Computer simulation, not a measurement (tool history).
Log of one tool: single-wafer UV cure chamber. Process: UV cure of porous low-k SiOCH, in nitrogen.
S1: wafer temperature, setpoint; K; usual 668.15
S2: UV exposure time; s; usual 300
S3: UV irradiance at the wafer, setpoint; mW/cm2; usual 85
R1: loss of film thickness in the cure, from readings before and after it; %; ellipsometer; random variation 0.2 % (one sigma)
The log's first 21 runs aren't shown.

Run 22, day 70.317: usual settings but S1 677.15 K, S3 73 mW/cm2. Result: R1 11.691 %.
Run 23, day 72.004: usual settings but S1 648.15 K, S2 445 s, S3 68 mW/cm2. Result: R1 13.173 %.
Run 24, day 75.412: usual settings but S3 74 mW/cm2. Result: R1 11.488 %.
Run 25, day 78.458: usual settings. Result: R1 12.322 %.
Run 26, day 83.600: usual settings. Result: R1 12.362 %.
Run 27, day 85.546: usual settings but S1 683.15 K, S2 460 s, S3 117 mW/cm2. Result: R1 16.699 %.
Run 28, day 89.588: usual settings. Result: R1 12.180 %.
Run 29, day 93.904: usual settings but S1 684.15 K, S3 63 mW/cm2. Result: R1 10.594 %.
Run 30, day 98.125: usual settings but S1 673.15 K, S2 200 s, S3 109 mW/cm2. Result: R1 11.278 %.
At day 99.775: UV bulbs replaced.
At day 101.329: quartz window cleaned.
Run 31, day 101.350: usual settings but S1 649.15 K, S2 195 s, S3 47 mW/cm2. Result: R1 8.029 %.
Run 32, day 104.704: usual settings. Result: R1 13.201 %.
Run 33, day 106.746: usual settings but S1 663.15 K, S3 63 mW/cm2. Result: R1 11.819 %.
Run 34, day 110.592: usual settings. Result: R1 13.119 %.
Run 35, day 112.983: usual settings but S3 109 mW/cm2. Result: R1 14.414 %.
Run 36, day 115.183: usual settings but S1 687.15 K. Result: R1 13.465 %.
Run 37, day 117.800: usual settings but S1 648.15 K, S2 410 s. Result: R1 14.526 %.
Run 38, day 120.042: usual settings but S3 118 mW/cm2. Result: R1 14.840 %.
Run 39, day 121.704: usual settings but S1 663.15 K, S3 112 mW/cm2. Result: R1 14.439 %.
Run 40, day 125.412: usual settings. Result: R1 12.922 %.
Run 41, day 128.158: usual settings but S1 685.15 K, S2 420 s. Result: R1 15.116 %.
Run 42, day 129.733: usual settings but S2 165 s, S3 47 mW/cm2. Result: R1 7.423 %.

4 ways to go on from here, each from the tool as it stands after run 42. What would each give?
Run A, day 129.754: usual settings but S1 676.15 K. Result: R1 ?.
Run B, day 129.754: usual settings but S3 66 mW/cm2. Result: R1 ?.
Run C, day 129.754: usual settings but S1 650.15 K, S2 395 s, S3 64 mW/cm2. Result: R1 ?.
Run D, day 129.754: usual settings but S1 677.15 K, S2 130 s, S3 55 mW/cm2. Result: R1 ?.

run      R1
  A  13.288
  B  11.903
  C  12.738
  D   7.412
Without the tool's hidden state the same runs would have given:
run      R1
  A  13.696
  B  12.298
  C  13.141
  D   7.766
